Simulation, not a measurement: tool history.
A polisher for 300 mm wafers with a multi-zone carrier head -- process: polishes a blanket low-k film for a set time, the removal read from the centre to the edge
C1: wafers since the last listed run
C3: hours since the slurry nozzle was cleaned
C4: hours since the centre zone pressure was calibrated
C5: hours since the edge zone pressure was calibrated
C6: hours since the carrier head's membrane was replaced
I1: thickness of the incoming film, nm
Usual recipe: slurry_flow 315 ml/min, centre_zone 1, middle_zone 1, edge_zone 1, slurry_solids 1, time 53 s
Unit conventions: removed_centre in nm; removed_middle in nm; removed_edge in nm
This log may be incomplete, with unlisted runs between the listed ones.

{"run": 1, "hour": 0.0, "slurry_flow": 315, "centre_zone": 1, "middle_zone": 1, "edge_zone": 1, "slurry_solids": 1, "time": 53, "C1": 0, "wafers polished on this pad": 668, "C3": 640.3, "C4": 1219.4, "C5": 279.5, "C6": 908.1, "I1": 540, "removed_centre": 25.1, "removed_middle": 24.6, "removed_edge": 24.5}
{"run": 2, "hour": 15.9, "slurry_flow": 315, "centre_zone": 1, "middle_zone": 1, "edge_zone": 1, "slurry_solids": 1, "time": 53, "C1": 111, "wafers polished on this pad": 780, "C3": 656.2, "C4": 1235.3, "C5": 295.4, "C6": 924, "I1": 530.6, "removed_centre": 24.8, "removed_middle": 24.3, "removed_edge": 24.6}
{"run": 3, "hour": 28.7, "slurry_flow": 315, "centre_zone": 1, "middle_zone": 1, "edge_zone": 1, "slurry_solids": 1, "time": 53, "C1": 90, "wafers polished on this pad": 870, "C3": 669, "C4": 1248.1, "C5": 308.2, "C6": 936.8, "I1": 536.4, "removed_centre": 24.7, "removed_middle": 24.1, "removed_edge": 24.4}
{"run": 4, "hour": 44.2, "slurry_flow": 315, "centre_zone": 1, "middle_zone": 1, "edge_zone": 1, "slurry_solids": 1, "time": 53, "C1": 109, "wafers polished on this pad": 979, "C3": 684.5, "C4": 1263.6, "C5": 323.7, "C6": 952.3, "I1": 541.9, "removed_centre": 24.5, "removed_middle": 24.3, "removed_edge": 24.4}
{"run": 5, "hour": 51.6, "slurry_flow": 315, "centre_zone": 1, "middle_zone": 1, "edge_zone": 1, "slurry_solids": 0.85, "time": 53, "C1": 52, "wafers polished on this pad": 1031, "C3": 691.9, "C4": 1271, "C5": 331.1, "C6": 959.7, "I1": 539.8, "removed_centre": 22.5, "removed_middle": 22.2, "removed_edge": 22.3}
{"run": 6, "hour": 62.1, "slurry_flow": 315, "centre_zone": 1, "middle_zone": 1, "edge_zone": 1, "slurry_solids": 0.85, "time": 53, "C1": 73, "wafers polished on this pad": 1105, "C3": 702.4, "C4": 1281.5, "C5": 341.6, "C6": 970.2, "I1": 543.2, "removed_centre": 22.4, "removed_middle": 21.9, "removed_edge": 22}
{"run": 7, "hour": 68.9, "slurry_flow": 315, "centre_zone": 1, "middle_zone": 1, "edge_zone": 1, "slurry_solids": 1, "time": 53, "C1": 47, "wafers polished on this pad": 1153, "C3": 709.2, "C4": 1288.3, "C5": 348.4, "C6": 977, "I1": 537.7, "removed_centre": 24.2, "removed_middle": 23.7, "removed_edge": 24.2}
{"hour": 71.9, "done": "edge zone pressure recalibrated"}
{"hour": 72.8, "done": "centre zone pressure recalibrated"}
{"run": 8, "hour": 83.3, "slurry_flow": 315, "centre_zone": 1, "middle_zone": 1, "edge_zone": 1, "slurry_solids": 1, "time": 53, "C1": 81, "wafers polished on this pad": 1234, "C3": 723.6, "C4": 10.5, "C5": 11.4, "C6": 991.4, "I1": 543.6, "removed_centre": 23.9, "removed_middle": 23.4, "removed_edge": 23.7}
{"run": 9, "hour": 95.7, "slurry_flow": 315, "centre_zone": 1, "middle_zone": 1, "edge_zone": 1, "slurry_solids": 1, "time": 53, "C1": 87, "wafers polished on this pad": 1321, "C3": 736, "C4": 22.9, "C5": 23.8, "C6": 1003.8, "I1": 549, "removed_centre": 23.7, "removed_middle": 23.5, "removed_edge": 23.7}
{"run": 10, "hour": 107.2, "slurry_flow": 315, "centre_zone": 1, "middle_zone": 0.94, "edge_zone": 1, "slurry_solids": 1.15, "time": 53, "C1": 80, "wafers polished on this pad": 1402, "C3": 747.5, "C4": 34.4, "C5": 35.3, "C6": 1015.3, "I1": 544.8, "removed_centre": 25, "removed_middle": 23.3, "removed_edge": 25.1}
{"hour": 109.1, "done": "slurry nozzle cleaned"}
{"hour": 114.4, "done": "worn pad replaced by a new one"}
{"run": 11, "hour": 121.4, "slurry_flow": 315, "centre_zone": 1, "middle_zone": 1, "edge_zone": 1, "slurry_solids": 1, "time": 53, "C1": 64, "wafers polished on this pad": 49, "C3": 12.3, "C4": 48.6, "C5": 49.5, "C6": 1029.5, "I1": 533.1, "removed_centre": 26.4, "removed_middle": 25.6, "removed_edge": 25.7}
{"run": 12, "hour": 134.5, "slurry_flow": 280, "centre_zone": 1, "middle_zone": 0.94, "edge_zone": 1, "slurry_solids": 1.1, "time": 53, "C1": 92, "wafers polished on this pad": 141, "C3": 25.4, "C4": 61.7, "C5": 62.6, "C6": 1042.6, "I1": 531.1, "removed_centre": 27.1, "removed_middle": 25.2, "removed_edge": 26.7}
{"hour": 145.3, "done": "carrier head's membrane replaced by a new one"}
{"run": 13, "hour": 149.0, "slurry_flow": 315, "centre_zone": 1.1, "middle_zone": 0.97, "edge_zone": 1, "slurry_solids": 0.75, "time": 53, "C1": 66, "wafers polished on this pad": 208, "C3": 39.9, "C4": 76.2, "C5": 77.1, "C6": 3.7, "I1": 530.2, "removed_centre": 24.5, "removed_middle": 21.4, "removed_edge": 22.4}
{"run": 14, "hour": 165.3, "slurry_flow": 315, "centre_zone": 1, "middle_zone": 1, "edge_zone": 1, "slurry_solids": 1, "time": 60, "C1": 114, "wafers polished on this pad": 322, "C3": 56.2, "C4": 92.5, "C5": 93.4, "C6": 20, "I1": 535.4, "removed_centre": 29.8, "removed_middle": 28.9, "removed_edge": 28.8}
{"run": 15, "hour": 175.7, "slurry_flow": 315, "centre_zone": 1, "middle_zone": 1.04, "edge_zone": 1, "slurry_solids": 1, "time": 53, "C1": 73, "wafers polished on this pad": 395, "C3": 66.6, "C4": 102.9, "C5": 103.8, "C6": 30.4, "I1": 545.3, "removed_centre": 26.3, "removed_middle": 26.6, "removed_edge": 25.4}
{"run": 16, "hour": 191.2, "slurry_flow": 315, "centre_zone": 1, "middle_zone": 1, "edge_zone": 1, "slurry_solids": 1, "time": 53, "C1": 109, "wafers polished on this pad": 505, "C3": 82.1, "C4": 118.4, "C5": 119.3, "C6": 45.9, "I1": 532.1, "removed_centre": 26.3, "removed_middle": 25.5, "removed_edge": 25.9}

Exercise: give the hidden state of the tool at every run:
deviation of the centre zone's pressure from its setpoint, %: 0 across all the runs
deviation of the edge zone's pressure from its setpoint, %: 0 across all the runs
H1: removal rate lost through wear of the pad, %
H2: slurry flow missing at the pad, %
run=1 H1=1.64 H2=27.3
run=2 H1=2.02 H2=28.6
run=3 H1=2.38 H2=29.7
run=4 H1=2.86 H2=31
run=5 H1=3.12 H2=31.7
run=6 H1=3.49 H2=32.6
run=7 H1=3.75 H2=33.2
run=8 H1=4.34 H2=34.6
run=9 H1=4.88 H2=35.7
run=10 H1=5.42 H2=36.8
run=11 H1=0.697 H2=2.14
run=12 H1=0.739 H2=2.17
run=13 H1=0.833 H2=2.23
run=14 H1=0.999 H2=2.33
run=15 H1=1.14 H2=2.41
run=16 H1=1.39 H2=2.56

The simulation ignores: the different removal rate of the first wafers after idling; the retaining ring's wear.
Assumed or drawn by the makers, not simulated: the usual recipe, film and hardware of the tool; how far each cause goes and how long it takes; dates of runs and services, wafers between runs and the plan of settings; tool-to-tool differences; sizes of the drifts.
